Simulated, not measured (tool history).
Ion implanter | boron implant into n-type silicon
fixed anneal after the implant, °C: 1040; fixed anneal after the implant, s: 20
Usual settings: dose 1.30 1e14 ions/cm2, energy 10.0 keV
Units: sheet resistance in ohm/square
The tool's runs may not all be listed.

| run | hour | dose | energy | wafers since the last listed run | hours since the last dose calibration | hours since the extraction supply was calibrated | hours since the gauge calibration | read-back reference wafer on the same gauge, sheet resistance | sheet resistance |
|---|---|---|---|---|---|---|---|---|---|
| 1 | 0.0 | 1.30 | 10.0 | 0 | 1593.2 | 2413.4 | 183.5 | 747.99 | 703.07 |
| 2 | 29.1 | 1.30 | 10.0 | 341 | 1622.3 | 2442.5 | 212.6 | 747.94 | 703.99 |
| 3 | 51.9 | 1.30 | 10.0 | 267 | 1645.1 | 2465.3 | 235.4 | 748.01 | 703.04 |
| 4 | 102.1 | 1.30 | 10.0 | 588 | 1695.3 | 2515.5 | 285.6 | 747.42 | 704.01 |
| 5 | 127.4 | 1.30 | 10.0 | 296 | 1720.6 | 2540.8 | 310.9 | 747.82 | 702.26 |
| 6 | 147.9 | 1.30 | 10.0 | 240 | 1741.1 | 2561.3 | 331.4 | 747.58 | 701.21 |
| 7 | 180.4 | 1.30 | 10.0 | 381 | 1773.6 | 2593.8 | 363.9 | 747.80 | 703.44 |
| 8 | 199.6 | 1.53 | 13.0 | 225 | 1792.8 | 2613.0 | 383.1 | 747.96 | 592.07 |
| 9 | 233.7 | 1.53 | 13.0 | 399 | 1826.9 | 2647.1 | 417.2 | 748.18 | 593.22 |
| 10 | 262.9 | 1.30 | 10.0 | 342 | 1856.1 | 2676.3 | 446.4 | 747.92 | 703.05 |
| 11 | 287.2 | 1.43 | 10.0 | 285 | 1880.4 | 2700.6 | 470.7 | 747.84 | 648.39 |
| 12 | 346.5 | 1.30 | 10.0 | 695 | 1939.7 | 2759.9 | 530.0 | 747.74 | 705.59 |
|  | 361.1 | extraction supply calibrated |
| 13 | 372.1 | 1.30 | 10.0 | 206 | 1965.3 | 11.0 | 555.6 | 748.75 | 703.07 |
|  | 402.5 | Faraday cup replaced and dose calibrated |
| 14 | 407.5 | 1.03 | 8.0 | 321 | 5.0 | 46.4 | 591.0 | 747.65 | 911.59 |
|  | 435.5 | gauge calibrated |
| 15 | 442.7 | 1.59 | 11.0 | 412 | 40.2 | 81.6 | 7.2 | 747.86 | 614.81 |
| 16 | 457.6 | 1.02 | 12.5 | 174 | 55.1 | 96.5 | 22.1 | 747.85 | 862.92 |
| 17 | 469.7 | 1.30 | 9.0 | 141 | 67.2 | 108.6 | 34.2 | 747.72 | 742.31 |
| 18 | 502.1 | 1.30 | 10.0 | 380 | 99.6 | 141.0 | 66.6 | 747.72 | 731.27 |
| 19 | 526.9 | 1.61 | 8.0 | 290 | 124.4 | 165.8 | 91.4 | 748.23 | 629.75 |
| 20 | 539.8 | 1.17 | 12.5 | 151 | 137.3 | 178.7 | 104.3 | 748.05 | 770.47 |
| 21 | 560.4 | 1.51 | 13.0 | 241 | 157.9 | 199.3 | 124.9 | 748.35 | 623.77 |
| 22 | 573.6 | 1.61 | 11.0 | 154 | 171.1 | 212.5 | 138.1 | 747.64 | 602.88 |

The same runs without the tool's hidden state, with the same run-to-run variation:
The hidden state here: deviation of the true dose from the Faraday cup's reading, %; deviation of the true energy from its setpoint, %; gauge reads high (%).
| run | sheet resistance |
|---|---|
| 1 | 728.99 |
| 2 | 730.09 |
| 3 | 729.21 |
| 4 | 730.44 |
| 5 | 728.73 |
| 6 | 727.73 |
| 7 | 730.17 |
| 8 | 614.87 |
| 9 | 616.17 |
| 10 | 730.07 |
| 11 | 673.55 |
| 12 | 732.99 |
| 13 | 730.46 |
| 14 | 906.40 |
| 15 | 612.42 |
| 16 | 860.37 |
| 17 | 740.48 |
| 18 | 730.65 |
| 19 | 629.96 |
| 20 | 771.17 |
| 21 | 624.95 |
| 22 | 604.37 |
